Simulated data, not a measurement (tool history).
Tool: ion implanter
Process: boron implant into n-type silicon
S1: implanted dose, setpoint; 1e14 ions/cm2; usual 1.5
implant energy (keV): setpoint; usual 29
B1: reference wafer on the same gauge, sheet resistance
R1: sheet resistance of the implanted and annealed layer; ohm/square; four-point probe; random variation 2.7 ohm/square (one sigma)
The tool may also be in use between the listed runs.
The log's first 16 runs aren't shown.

Run 17, hour 969.7: usual settings; B1 425.87. Result: R1 524.19 ohm/square.
Run 18, hour 1082.9: usual settings; B1 425.7. Result: R1 525.2 ohm/square.
Run 19, hour 1131.8: usual settings but S1 1.82 1e14 ions/cm2, implant energy (keV) 22; B1 426.4. Result: R1 464.32 ohm/square.
Run 20, hour 1172.1: usual settings but implant energy (keV) 19.5; B1 426.27. Result: R1 553.72 ohm/square.
Run 21, hour 1238: usual settings but S1 1.65 1e14 ions/cm2, implant energy (keV) 20; B1 425.78. Result: R1 516.12 ohm/square.
Run 22, hour 1277: usual settings but implant energy (keV) 39; B1 426.4. Result: R1 498.68 ohm/square.
Run 23, hour 1336.5: usual settings; B1 426.12. Result: R1 517.78 ohm/square.
At hour 1390: Faraday cup replaced and dose calibrated.
Run 24, hour 1390.5: usual settings but S1 1.86 1e14 ions/cm2, implant energy (keV) 32.5; B1 425.79. Result: R1 445.59 ohm/square.
Run 25, hour 1438.2: usual settings but S1 1.84 1e14 ions/cm2, implant energy (keV) 37.5; B1 425.67. Result: R1 436.86 ohm/square.
Run 26, hour 1469: usual settings but S1 1.63 1e14 ions/cm2, implant energy (keV) 24.5; B1 426.16. Result: R1 512.41 ohm/square.
Run 27, hour 1525.5: usual settings but S1 1.74 1e14 ions/cm2, implant energy (keV) 35; B1 425.7. Result: R1 466.6 ohm/square.
Run 28, hour 1585.8: usual settings but S1 1.82 1e14 ions/cm2; B1 425.97. Result: R1 458.68 ohm/square.
Run 29, hour 1680.5: usual settings but S1 1.79 1e14 ions/cm2, implant energy (keV) 33; B1 425.81. Result: R1 448.43 ohm/square.
Run 30, hour 1729.1: usual settings but S1 1.3 1e14 ions/cm2; B1 425.57. Result: R1 588.57 ohm/square.
Run 31, hour 1788.1: usual settings but S1 1.61 1e14 ions/cm2, implant energy (keV) 35.5; B1 426.07. Result: R1 482.6 ohm/square.
Run 32, hour 1853.9: usual settings but implant energy (keV) 23.5; B1 426.23. Result: R1 543.48 ohm/square.
Run 33, hour 1903: usual settings; B1 426.07. Result: R1 526.78 ohm/square.
Run 34, hour 1969.1: usual settings but S1 1.1 1e14 ions/cm2, implant energy (keV) 32.5; B1 425.56. Result: R1 645.12 ohm/square.
Run 35, hour 2010.3: usual settings; B1 426.1. Result: R1 521.71 ohm/square.
Run 36, hour 2035.3: usual settings but S1 1.72 1e14 ions/cm2, implant energy (keV) 24.5; B1 425.58. Result: R1 480.25 ohm/square.
Run 37, hour 2093: usual settings; B1 426.33. Result: R1 525.57 ohm/square.
Run 38, hour 2142.6: usual settings but S1 1.71 1e14 ions/cm2, implant energy (keV) 37.5; B1 426.77. Result: R1 455.63 ohm/square.

3 ways to go on from here, each from the tool as it stands after run 38. What would each give?
Run A, hour 2143: usual settings but S1 1.86 1e14 ions/cm2; B1 ?. Result: R1 ?.
Run B, hour 2143: usual settings but S1 1.69 1e14 ions/cm2, implant energy (keV) 35; B1 ?. Result: R1 ?.
Run C, hour 2143: usual settings but S1 1.31 1e14 ions/cm2, implant energy (keV) 34; B1 ?. Result: R1 ?.

run     B1      R1
  A  425.5  440.94
  B  425.5  461.94
  C  425.5   560.7
Without the tool's hidden state the same runs would have given:
run      R1
  A  447.11
  B  468.19
  C  568.13

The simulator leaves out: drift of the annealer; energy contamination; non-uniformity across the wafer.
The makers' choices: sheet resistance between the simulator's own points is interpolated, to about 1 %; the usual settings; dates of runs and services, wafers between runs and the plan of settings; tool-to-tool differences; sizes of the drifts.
